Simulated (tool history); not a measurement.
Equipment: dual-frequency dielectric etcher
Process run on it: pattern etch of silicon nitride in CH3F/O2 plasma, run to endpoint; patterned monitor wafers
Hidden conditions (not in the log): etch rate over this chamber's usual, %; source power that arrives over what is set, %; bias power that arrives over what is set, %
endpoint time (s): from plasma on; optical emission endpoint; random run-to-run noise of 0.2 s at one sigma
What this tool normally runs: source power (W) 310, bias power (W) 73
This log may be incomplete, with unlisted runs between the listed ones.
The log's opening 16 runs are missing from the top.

| run | hour | source power (W) | bias power (W) | wafers since the last listed run | hours since the last wet clean | hours since the last source power generator calibration | hours since the last bias power generator calibration | hours since the last upper electrode change | incoming incoming film thickness, nm | endpoint time (s) |
|---|---|---|---|---|---|---|---|---|---|---|
|  | 1117.4 | wet clean of the chamber |
|  | 1154.5 | upper electrode replaced |
| 17 | 1155 | 310 | 73 | 395 | 37.6 | 385.7 | 150.3 | 0.5 | 53.2 | 67.8 |
| 18 | 1191.2 | 350 | 88 | 331 | 73.8 | 421.9 | 186.5 | 36.7 | 53.5 | 60.4 |
| 19 | 1243.7 | 310 | 73 | 480 | 126.3 | 474.4 | 239 | 89.2 | 52.4 | 67.1 |
| 20 | 1333.7 | 340 | 73 | 823 | 216.3 | 564.4 | 329 | 179.2 | 53.1 | 66.7 |
| 21 | 1380 | 310 | 63 | 423 | 262.6 | 610.7 | 375.3 | 225.5 | 52.9 | 73.5 |
| 22 | 1450.8 | 310 | 73 | 648 | 333.4 | 681.5 | 446.1 | 296.3 | 53.2 | 68.9 |
|  | 1526.6 | wet clean of the chamber |
| 23 | 1527.1 | 330 | 65 | 478 | 0.5 | 757.8 | 522.4 | 372.6 | 53.3 | 70.1 |
| 24 | 1560.5 | 310 | 62 | 305 | 33.9 | 791.2 | 555.8 | 406 | 53.5 | 73.1 |
| 25 | 1649 | 310 | 64 | 810 | 122.4 | 879.7 | 644.3 | 494.5 | 53.3 | 72.6 |
| 26 | 1736.3 | 380 | 78 | 799 | 209.7 | 967 | 731.6 | 581.8 | 52.9 | 61.9 |
| 27 | 1805.1 | 370 | 73 | 629 | 278.5 | 1035.8 | 800.4 | 650.6 | 52.4 | 63.7 |
|  | 1913.2 | wet clean of the chamber |
| 28 | 1913.7 | 280 | 73 | 774 | 0.5 | 1144.4 | 909 | 759.2 | 52.8 | 69.1 |
| 29 | 1968.1 | 360 | 86 | 497 | 54.9 | 1198.8 | 963.4 | 813.6 | 52.7 | 59.3 |
| 30 | 2008.9 | 330 | 67 | 373 | 95.7 | 1239.6 | 1004.2 | 854.4 | 52.8 | 68.5 |

Below are 5 alternative next runs, each starting from the tool's condition after run 30. Predict each:
| A | 2009.4 | 310 | 89 | 4 | 96.2 | 1240.1 | 1004.7 | 854.9 | 52.6 | ? |
| B | 2009.4 | 240 | 58 | 4 | 96.2 | 1240.1 | 1004.7 | 854.9 | 52.6 | ? |
| C | 2009.4 | 340 | 60 | 4 | 96.2 | 1240.1 | 1004.7 | 854.9 | 52.6 | ? |
| D | 2009.4 | 360 | 91 | 4 | 96.2 | 1240.1 | 1004.7 | 854.9 | 52.6 | ? |
| E | 2009.4 | 290 | 62 | 4 | 96.2 | 1240.1 | 1004.7 | 854.9 | 52.6 | ? |

| run | endpoint time (s) |
|---|---|
| A | 61.6 |
| B | 81.2 |
| C | 71.4 |
| D | 58.2 |
| E | 74.1 |
With the hidden condition removed and each run's random variation left untouched, the same runs would have given:
| run | endpoint time (s) |
|---|---|
| A | 61.1 |
| B | 80.5 |
| C | 70.8 |
| D | 57.7 |
| E | 73.5 |

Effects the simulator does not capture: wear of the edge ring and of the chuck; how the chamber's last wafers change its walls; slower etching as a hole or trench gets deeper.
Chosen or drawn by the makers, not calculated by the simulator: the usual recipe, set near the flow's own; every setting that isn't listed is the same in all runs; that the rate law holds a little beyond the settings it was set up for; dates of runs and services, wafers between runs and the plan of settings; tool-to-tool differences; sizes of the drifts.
